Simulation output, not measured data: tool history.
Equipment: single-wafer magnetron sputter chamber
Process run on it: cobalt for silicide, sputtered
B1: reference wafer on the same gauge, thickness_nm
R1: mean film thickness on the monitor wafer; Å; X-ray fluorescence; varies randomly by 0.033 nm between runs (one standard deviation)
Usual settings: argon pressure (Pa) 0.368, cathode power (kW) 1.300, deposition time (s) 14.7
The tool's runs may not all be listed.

run 1 hour=0.0 | argon_pressure_(Pa)=0.368 cathode_power_(kW)=1.300 deposition_time_(s)=14.7 | B1=9.766 | R1=95.99
run 2 hour=22.0 | argon_pressure_(Pa)=0.368 cathode_power_(kW)=1.550 deposition_time_(s)=13.9 | B1=9.764 | R1=106.33
run 3 hour=53.0 | argon_pressure_(Pa)=0.368 cathode_power_(kW)=1.200 deposition_time_(s)=14.7 | B1=9.763 | R1=90.81
run 4 hour=89.6 | argon_pressure_(Pa)=0.368 cathode_power_(kW)=1.200 deposition_time_(s)=14.7 | B1=9.789 | R1=90.00
run 5 hour=121.8 | argon_pressure_(Pa)=0.368 cathode_power_(kW)=1.200 deposition_time_(s)=14.7 | B1=9.790 | R1=91.00
run 6 hour=151.4 | argon_pressure_(Pa)=0.457 cathode_power_(kW)=1.300 deposition_time_(s)=14.7 | B1=9.798 | R1=94.89
-- hour=216.3 sputter target and shields replaced
run 7 hour=223.6 | argon_pressure_(Pa)=0.457 cathode_power_(kW)=1.300 deposition_time_(s)=14.7 | B1=9.817 | R1=94.84
-- hour=259.8 magnet pack replaced
run 8 hour=260.3 | argon_pressure_(Pa)=0.457 cathode_power_(kW)=1.300 deposition_time_(s)=14.7 | B1=9.820 | R1=94.90
run 9 hour=292.5 | argon_pressure_(Pa)=0.368 cathode_power_(kW)=1.450 deposition_time_(s)=14.7 | B1=9.818 | R1=106.71
run 10 hour=317.3 | argon_pressure_(Pa)=0.368 cathode_power_(kW)=1.450 deposition_time_(s)=14.7 | B1=9.834 | R1=106.37
run 11 hour=353.1 | argon_pressure_(Pa)=0.478 cathode_power_(kW)=1.300 deposition_time_(s)=14.7 | B1=9.833 | R1=94.81
-- hour=369.2 gauge calibrated
run 12 hour=375.8 | argon_pressure_(Pa)=0.256 cathode_power_(kW)=1.000 deposition_time_(s)=12.4 | B1=9.664 | R1=66.79
run 13 hour=393.3 | argon_pressure_(Pa)=0.368 cathode_power_(kW)=1.600 deposition_time_(s)=17.2 | B1=9.670 | R1=133.76
-- hour=419.7 capacitance manometer re-zeroed and calibrated
run 14 hour=496.6 | argon_pressure_(Pa)=0.477 cathode_power_(kW)=1.400 deposition_time_(s)=12.2 | B1=9.687 | R1=83.38
-- hour=516.0 sputter target and shields replaced
run 15 hour=526.6 | argon_pressure_(Pa)=0.429 cathode_power_(kW)=1.600 deposition_time_(s)=17.3 | B1=9.694 | R1=133.31
run 16 hour=560.1 | argon_pressure_(Pa)=0.510 cathode_power_(kW)=1.050 deposition_time_(s)=14.7 | B1=9.704 | R1=77.86
run 17 hour=591.3 | argon_pressure_(Pa)=0.368 cathode_power_(kW)=1.300 deposition_time_(s)=16.2 | B1=9.711 | R1=105.44
run 18 hour=609.2 | argon_pressure_(Pa)=0.368 cathode_power_(kW)=1.300 deposition_time_(s)=15.7 | B1=9.717 | R1=102.39
run 19 hour=630.4 | argon_pressure_(Pa)=0.368 cathode_power_(kW)=1.050 deposition_time_(s)=13.9 | B1=9.717 | R1=76.82
run 20 hour=643.5 | argon_pressure_(Pa)=0.324 cathode_power_(kW)=1.400 deposition_time_(s)=13.6 | B1=9.719 | R1=95.32
run 21 hour=670.7 | argon_pressure_(Pa)=0.457 cathode_power_(kW)=1.300 deposition_time_(s)=14.7 | B1=9.719 | R1=94.66
run 22 hour=702.7 | argon_pressure_(Pa)=0.274 cathode_power_(kW)=1.450 deposition_time_(s)=12.0 | B1=9.742 | R1=88.40
run 23 hour=728.7 | argon_pressure_(Pa)=0.368 cathode_power_(kW)=1.150 deposition_time_(s)=11.9 | B1=9.742 | R1=70.58
-- hour=738.8 sputter target and shields replaced
run 24 hour=746.0 | argon_pressure_(Pa)=0.450 cathode_power_(kW)=1.200 deposition_time_(s)=16.6 | B1=9.744 | R1=100.61
run 25 hour=775.5 | argon_pressure_(Pa)=0.489 cathode_power_(kW)=1.400 deposition_time_(s)=14.7 | B1=9.743 | R1=100.00
run 26 hour=859.1 | argon_pressure_(Pa)=0.489 cathode_power_(kW)=1.500 deposition_time_(s)=14.7 | B1=9.763 | R1=105.80
run 27 hour=886.2 | argon_pressure_(Pa)=0.368 cathode_power_(kW)=1.300 deposition_time_(s)=14.7 | B1=9.778 | R1=97.46
run 28 hour=913.2 | argon_pressure_(Pa)=0.368 cathode_power_(kW)=1.300 deposition_time_(s)=14.7 | B1=9.772 | R1=97.25
run 29 hour=935.3 | argon_pressure_(Pa)=0.368 cathode_power_(kW)=1.300 deposition_time_(s)=16.8 | B1=9.790 | R1=110.54
run 30 hour=950.4 | argon_pressure_(Pa)=0.415 cathode_power_(kW)=1.100 deposition_time_(s)=17.6 | B1=9.788 | R1=99.98
-- hour=983.9 sputter target and shields replaced
run 31 hour=984.4 | argon_pressure_(Pa)=0.468 cathode_power_(kW)=1.450 deposition_time_(s)=14.7 | B1=9.806 | R1=103.44
run 32 hour=994.6 | argon_pressure_(Pa)=0.486 cathode_power_(kW)=1.300 deposition_time_(s)=17.5 | B1=9.807 | R1=112.64
run 33 hour=1007.4 | argon_pressure_(Pa)=0.368 cathode_power_(kW)=1.200 deposition_time_(s)=14.7 | B1=9.806 | R1=90.73
run 34 hour=1037.1 | argon_pressure_(Pa)=0.489 cathode_power_(kW)=1.500 deposition_time_(s)=14.7 | B1=9.813 | R1=106.66

State the hidden condition of the tool at each of the runs:
deposition rate above that of a new target (%): 0 on each run
true argon pressure above the setpoint (%): 0 on each run
H1: gauge reads high (%)
run=1 H1=1.04
run=2 H1=1.09
run=3 H1=1.15
run=4 H1=1.24
run=5 H1=1.31
run=6 H1=1.38
run=7 H1=1.54
run=8 H1=1.62
run=9 H1=1.69
run=10 H1=1.75
run=11 H1=1.83
run=12 H1=0.0248
run=13 H1=0.0641
run=14 H1=0.296
run=15 H1=0.363
run=16 H1=0.439
run=17 H1=0.509
run=18 H1=0.549
run=19 H1=0.597
run=20 H1=0.626
run=21 H1=0.687
run=22 H1=0.759
run=23 H1=0.817
run=24 H1=0.856
run=25 H1=0.922
run=26 H1=1.11
run=27 H1=1.17
run=28 H1=1.23
run=29 H1=1.28
run=30 H1=1.32
run=31 H1=1.39
run=32 H1=1.41
run=33 H1=1.44
run=34 H1=1.51

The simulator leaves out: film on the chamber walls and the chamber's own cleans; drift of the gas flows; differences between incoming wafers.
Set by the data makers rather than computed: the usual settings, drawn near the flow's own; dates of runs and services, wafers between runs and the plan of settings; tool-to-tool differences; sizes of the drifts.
